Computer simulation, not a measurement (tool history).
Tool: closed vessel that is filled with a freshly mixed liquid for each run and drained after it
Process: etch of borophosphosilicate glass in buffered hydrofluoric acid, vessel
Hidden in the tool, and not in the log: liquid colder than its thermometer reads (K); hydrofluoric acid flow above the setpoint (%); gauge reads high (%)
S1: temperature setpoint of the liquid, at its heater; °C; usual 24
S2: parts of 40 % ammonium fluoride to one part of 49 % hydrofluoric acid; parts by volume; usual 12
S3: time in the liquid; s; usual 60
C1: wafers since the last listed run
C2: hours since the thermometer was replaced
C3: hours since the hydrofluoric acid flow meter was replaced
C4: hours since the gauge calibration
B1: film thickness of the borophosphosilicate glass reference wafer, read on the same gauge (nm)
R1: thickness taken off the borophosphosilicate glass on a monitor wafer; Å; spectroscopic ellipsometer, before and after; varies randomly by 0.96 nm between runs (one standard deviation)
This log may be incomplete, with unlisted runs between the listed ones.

{"run": 1, "hour": 0.0, "S1": 24, "S2": 12, "S3": 60, "C1": 0, "C2": 158.3, "C3": 1413.1, "C4": 1504.4, "B1": 63, "R1": 1347.8}
{"run": 2, "hour": 27.9, "S1": 20, "S2": 12, "S3": 60, "C1": 3554, "C2": 186.2, "C3": 1441, "C4": 1532.3, "B1": 63.1, "R1": 1085.5}
{"run": 3, "hour": 96.2, "S1": 20, "S2": 12, "S3": 60, "C1": 8701, "C2": 254.5, "C3": 1509.3, "C4": 1600.6, "B1": 63.2, "R1": 1091.9}
{"run": 4, "hour": 161.2, "S1": 24, "S2": 12, "S3": 60, "C1": 8280, "C2": 319.5, "C3": 1574.3, "C4": 1665.6, "B1": 63.37, "R1": 1363.2}
{"run": 5, "hour": 212.5, "S1": 24, "S2": 12, "S3": 60, "C1": 6535, "C2": 370.8, "C3": 1625.6, "C4": 1716.9, "B1": 63.48, "R1": 1359.5}
{"run": 6, "hour": 240.1, "S1": 24, "S2": 12, "S3": 60, "C1": 3516, "C2": 398.4, "C3": 1653.2, "C4": 1744.5, "B1": 63.56, "R1": 1346.7}
{"run": 7, "hour": 308.4, "S1": 24, "S2": 11, "S3": 60, "C1": 8701, "C2": 466.7, "C3": 1721.5, "C4": 1812.8, "B1": 63.71, "R1": 1496.6}
{"run": 8, "hour": 349.4, "S1": 24, "S2": 12, "S3": 50, "C1": 5223, "C2": 507.7, "C3": 1762.5, "C4": 1853.8, "B1": 63.79, "R1": 1142.8}
{"run": 9, "hour": 386.9, "S1": 24, "S2": 11, "S3": 60, "C1": 4777, "C2": 545.2, "C3": 1800, "C4": 1891.3, "B1": 63.93, "R1": 1494.9}
{"run": 10, "hour": 443.8, "S1": 21, "S2": 12, "S3": 30, "C1": 7249, "C2": 602.1, "C3": 1856.9, "C4": 1948.2, "B1": 63.99, "R1": 580.3}
{"run": 11, "hour": 509.3, "S1": 25.5, "S2": 7.5, "S3": 85, "C1": 8344, "C2": 667.6, "C3": 1922.4, "C4": 2013.7, "B1": 64.21, "R1": 3278.2}
{"run": 12, "hour": 535.7, "S1": 20, "S2": 16, "S3": 60, "C1": 3363, "C2": 694, "C3": 1948.8, "C4": 2040.1, "B1": 64.21, "R1": 834.9}
{"run": 13, "hour": 572.0, "S1": 19.5, "S2": 14.5, "S3": 50, "C1": 4624, "C2": 730.3, "C3": 1985.1, "C4": 2076.4, "B1": 64.29, "R1": 748}
{"run": 14, "hour": 644.0, "S1": 24, "S2": 8, "S3": 85, "C1": 9172, "C2": 802.3, "C3": 2057.1, "C4": 2148.4, "B1": 64.47, "R1": 2866.1}
{"hour": 672.8, "done": "thermometer replaced"}
{"run": 15, "hour": 696.2, "S1": 24, "S2": 12, "S3": 60, "C1": 6522, "C2": 23.4, "C3": 2109.3, "C4": 2200.6, "B1": 64.6, "R1": 1369.3}
{"run": 16, "hour": 736.1, "S1": 25.5, "S2": 9, "S3": 35, "C1": 5083, "C2": 63.3, "C3": 2149.2, "C4": 2240.5, "B1": 64.63, "R1": 1122.4}
{"hour": 781.8, "done": "hydrofluoric acid flow meter replaced"}
{"run": 17, "hour": 790.3, "S1": 24, "S2": 12, "S3": 60, "C1": 6777, "C2": 117.5, "C3": 8.5, "C4": 2294.7, "B1": 64.79, "R1": 1395.1}
{"run": 18, "hour": 844.1, "S1": 27, "S2": 15, "S3": 60, "C1": 6854, "C2": 171.3, "C3": 62.3, "C4": 2348.5, "B1": 64.92, "R1": 1303.7}
{"run": 19, "hour": 905.9, "S1": 24, "S2": 12, "S3": 60, "C1": 7873, "C2": 233.1, "C3": 124.1, "C4": 2410.3, "B1": 65.06, "R1": 1389.3}
{"run": 20, "hour": 971.3, "S1": 21.5, "S2": 15.5, "S3": 60, "C1": 8331, "C2": 298.5, "C3": 189.5, "C4": 2475.7, "B1": 65.19, "R1": 948.2}
{"hour": 1020.6, "done": "gauge calibrated"}
{"run": 21, "hour": 1042.8, "S1": 20, "S2": 15, "S3": 95, "C1": 9109, "C2": 370, "C3": 261, "C4": 22.2, "B1": 60.27, "R1": 1326.8}
{"run": 22, "hour": 1104.9, "S1": 21.5, "S2": 12, "S3": 75, "C1": 7911, "C2": 432.1, "C3": 323.1, "C4": 84.3, "B1": 60.37, "R1": 1408}
{"run": 23, "hour": 1168.2, "S1": 24, "S2": 12, "S3": 60, "C1": 8064, "C2": 495.4, "C3": 386.4, "C4": 147.6, "B1": 60.53, "R1": 1293.1}
{"run": 24, "hour": 1194.4, "S1": 25.5, "S2": 15, "S3": 60, "C1": 3337, "C2": 521.6, "C3": 412.6, "C4": 173.8, "B1": 60.62, "R1": 1137.3}
{"run": 25, "hour": 1222.3, "S1": 24, "S2": 8.5, "S3": 60, "C1": 3554, "C2": 549.5, "C3": 440.5, "C4": 201.7, "B1": 60.63, "R1": 1761.8}
{"run": 26, "hour": 1264.1, "S1": 25.5, "S2": 14, "S3": 30, "C1": 5325, "C2": 591.3, "C3": 482.3, "C4": 243.5, "B1": 60.75, "R1": 600.5}
{"run": 27, "hour": 1304.7, "S1": 24, "S2": 12, "S3": 30, "C1": 5172, "C2": 631.9, "C3": 522.9, "C4": 284.1, "B1": 60.83, "R1": 646}
{"run": 28, "hour": 1350.3, "S1": 21.5, "S2": 7.5, "S3": 30, "C1": 5809, "C2": 677.5, "C3": 568.5, "C4": 329.7, "B1": 60.94, "R1": 882.9}
{"run": 29, "hour": 1376.2, "S1": 24, "S2": 9, "S3": 40, "C1": 3299, "C2": 703.4, "C3": 594.4, "C4": 355.6, "B1": 60.95, "R1": 1112.1}
{"hour": 1429.4, "done": "thermometer replaced"}
{"run": 30, "hour": 1435.1, "S1": 24, "S2": 12, "S3": 60, "C1": 7376, "C2": 5.7, "C3": 653.3, "C4": 414.5, "B1": 61.14, "R1": 1322.1}
{"run": 31, "hour": 1500.4, "S1": 26, "S2": 15.5, "S3": 60, "C1": 8319, "C2": 71, "C3": 718.6, "C4": 479.8, "B1": 61.31, "R1": 1128.6}

Branching from run 31: 4 alternative next runs. What would each branch give?
{"run": "A", "hour": 1501.1, "S1": 24, "S2": 12, "S3": 80, "C1": 89, "C2": 71.7, "C3": 719.3, "C4": 480.5, "B1": "?", "R1": "?"}
{"run": "B", "hour": 1501.1, "S1": 24, "S2": 9, "S3": 60, "C1": 89, "C2": 71.7, "C3": 719.3, "C4": 480.5, "B1": "?", "R1": "?"}
{"run": "C", "hour": 1501.1, "S1": 29, "S2": 8, "S3": 95, "C1": 89, "C2": 71.7, "C3": 719.3, "C4": 480.5, "B1": "?", "R1": "?"}
{"run": "D", "hour": 1501.1, "S1": 24, "S2": 10, "S3": 45, "C1": 89, "C2": 71.7, "C3": 719.3, "C4": 480.5, "B1": "?", "R1": "?"}

run=A B1=61.3 R1=1726.9
run=B B1=61.3 R1=1656.7
run=C B1=61.3 R1=3889.3
run=D B1=61.3 R1=1161.8
Had the tool no hidden state, the same runs would have come out as:
run=A R1=1690.9
run=B R1=1622.2
run=C R1=3808.2
run=D R1=1137.6

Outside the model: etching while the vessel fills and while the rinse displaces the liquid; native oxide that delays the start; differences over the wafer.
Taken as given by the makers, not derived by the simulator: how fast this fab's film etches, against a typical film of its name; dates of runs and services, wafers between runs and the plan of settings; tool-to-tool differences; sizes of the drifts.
